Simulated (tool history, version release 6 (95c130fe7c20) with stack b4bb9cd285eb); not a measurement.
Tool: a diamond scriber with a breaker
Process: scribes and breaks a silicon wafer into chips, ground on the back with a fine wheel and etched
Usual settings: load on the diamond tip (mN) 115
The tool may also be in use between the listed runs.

run   hour  load on the diamond tip (mN)  wafers since the last listed run  hours since the diamond tip was replaced  hours since the load on the tip was calibrated  incoming depth of the damage left on the back of the incoming wafer, um  depth of the median crack under the scribed line (um)  chips rejected at inspection after the break (%)
  1    0.0                            91                                 0                                     349.0                                          1352.5                                                                     0.59                                                  12.22                                              8.66
  2   17.2                           115                                24                                     366.2                                          1369.7                                                                     0.47                                                  15.64                                              1.96
  3   32.5                           115                                21                                     381.5                                          1385.0                                                                     0.51                                                  15.40                                              1.78
  4   46.8                           115                                19                                     395.8                                          1399.3                                                                     0.69                                                  15.41                                              1.93
  5   58.7                            96                                16                                     407.7                                          1411.2                                                                     0.33                                                  13.13                                              5.58
  6   70.6                            96                                16                                     419.6                                          1423.1                                                                     0.68                                                  12.83                                              6.90
  7   85.1                            96                                20                                     434.1                                          1437.6                                                                     0.54                                                  12.85                                              6.33
  8  100.0                           115                                20                                     449.0                                          1452.5                                                                     0.76                                                  15.46                                              1.89
     104.1  -- load on the tip recalibrated
  9  109.0                            87                                 9                                     458.0                                             4.9                                                                     0.37                                                  11.60                                             11.70
     125.1  -- diamond tip replaced by a new one
 10  125.6                           102                                20                                       0.5                                            21.5                                                                     0.72                                                  13.67                                              3.67
 11  138.6                           142                                18                                      13.5                                            34.5                                                                     0.63                                                  18.59                                              6.11
 12  152.0                           115                                18                                      26.9                                            47.9                                                                     0.71                                                  15.45                                              1.78
 13  162.2                           115                                14                                      37.1                                            58.1                                                                     0.76                                                  15.60                                              1.89
 14  179.1                           136                                23                                      54.0                                            75.0                                                                     0.56                                                  17.89                                              5.09
 15  195.1                            82                                22                                      70.0                                            91.0                                                                     0.68                                                  10.85                                             17.41
 16  202.7                           131                                10                                      77.6                                            98.6                                                                     0.51                                                  17.49                                              3.86

Forecast each of these 5 alternatives for the next run:
  A  203.4                           115                                 0                                      78.3                                            99.3                                                                     0.67                                                      ?                                                 ?
  B  203.4                           127                                 0                                      78.3                                            99.3                                                                     0.67                                                      ?                                                 ?
  C  203.4                           141                                 0                                      78.3                                            99.3                                                                     0.67                                                      ?                                                 ?
  D  203.4                           101                                 0                                      78.3                                            99.3                                                                     0.67                                                      ?                                                 ?
  E  203.4                            95                                 0                                      78.3                                            99.3                                                                     0.67                                                      ?                                                 ?

run  depth of the median crack under the scribed line (um)  chips rejected at inspection after the break (%)
  A                                                  15.24                                              1.99
  B                                                  16.73                                              3.17
  C                                                  18.38                                              6.69
  D                                                  13.40                                              4.22
  E                                                  12.58                                              6.90
Without the tool's hidden state the same runs would have given:
run  depth of the median crack under the scribed line (um)  chips rejected at inspection after the break (%)
  A                                                  15.24                                              1.99
  B                                                  16.73                                              3.17
  C                                                  18.38                                              6.69
  D                                                  13.40                                              4.22
  E                                                  12.58                                              6.90

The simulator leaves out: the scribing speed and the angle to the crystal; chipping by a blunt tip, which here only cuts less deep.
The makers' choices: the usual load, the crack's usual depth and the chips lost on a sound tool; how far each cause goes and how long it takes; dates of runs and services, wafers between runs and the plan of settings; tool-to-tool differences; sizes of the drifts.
